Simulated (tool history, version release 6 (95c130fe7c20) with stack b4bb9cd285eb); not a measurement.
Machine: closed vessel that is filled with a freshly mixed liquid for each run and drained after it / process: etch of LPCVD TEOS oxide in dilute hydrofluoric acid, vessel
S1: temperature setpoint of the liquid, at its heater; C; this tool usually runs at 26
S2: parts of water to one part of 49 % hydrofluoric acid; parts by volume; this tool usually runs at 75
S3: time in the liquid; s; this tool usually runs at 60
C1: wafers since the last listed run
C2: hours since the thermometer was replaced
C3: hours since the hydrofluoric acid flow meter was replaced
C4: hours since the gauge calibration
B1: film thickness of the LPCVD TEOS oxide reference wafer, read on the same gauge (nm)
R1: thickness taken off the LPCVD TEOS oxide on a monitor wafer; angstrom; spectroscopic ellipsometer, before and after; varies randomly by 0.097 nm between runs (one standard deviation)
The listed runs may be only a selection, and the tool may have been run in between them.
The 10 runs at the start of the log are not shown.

run,hour,S1,S2,S3,C1,C2,C3,C4,B1,R1
11,215.7,26,75,60,3310,2412.2,2148.6,223.8,59.76,185.2
# hour 238: hydrofluoric acid flow meter replaced
12,242.7,26,90,35,3248,2439.2,4.7,250.8,59.67,88.3
13,259.5,26,55,60,2098,2456,21.5,267.6,59.63,259.4
# hour 265.8: thermometer replaced
14,290,26,55,60,3685,24.2,52,298.1,59.52,262.2
15,324.8,26,75,60,4347,59,86.8,332.9,59.44,184
16,347.4,26,110,60,2823,81.6,109.4,355.5,59.34,121
17,359.7,26,55,60,1536,93.9,121.7,367.8,59.3,259.2
18,372.6,28,75,80,1611,106.8,134.6,380.7,59.27,267.5
19,390.1,28.5,45,85,2186,124.3,152.1,398.2,59.19,503.2
20,422.2,22.5,100,60,4010,156.4,184.2,430.3,59.02,117.1
21,451.4,21.5,75,35,3647,185.6,213.4,459.5,58.89,89.5
# hour 469.3: gauge calibrated
22,470.9,28,60,30,2436,205.1,232.9,1.6,59.89,129.1
23,485.3,22.5,95,60,1798,219.5,247.3,16,59.9,123.9
24,500.5,21.5,75,35,1898,234.7,262.5,31.2,59.89,90.3
25,519.3,26,75,60,2348,253.5,281.3,50,59.89,186
26,540.9,26,75,30,2698,275.1,302.9,71.6,59.85,93.5
27,556.6,28.5,50,35,1961,290.8,318.6,87.3,59.86,186.5
28,573.4,26,50,60,2098,307.6,335.4,104.1,59.86,287
29,597,26,55,30,2948,331.2,359,127.7,59.83,130.4
30,624,26,75,60,3372,358.2,386,154.7,59.78,185.4

Predict each of these 3 candidate next runs independently; none follows another, all start after run 30:
A,624.7,26,75,60,87,358.9,386.7,155.4,?,?
B,624.7,28,115,30,87,358.9,386.7,155.4,?,?
C,624.7,23,75,60,87,358.9,386.7,155.4,?,?

run,B1,R1
A,59.75,186.6
B,59.75,62.3
C,59.75,165.4
Had the tool no hidden state, the same runs would have come out as:
run,R1
A,187.3
B,62.6
C,166

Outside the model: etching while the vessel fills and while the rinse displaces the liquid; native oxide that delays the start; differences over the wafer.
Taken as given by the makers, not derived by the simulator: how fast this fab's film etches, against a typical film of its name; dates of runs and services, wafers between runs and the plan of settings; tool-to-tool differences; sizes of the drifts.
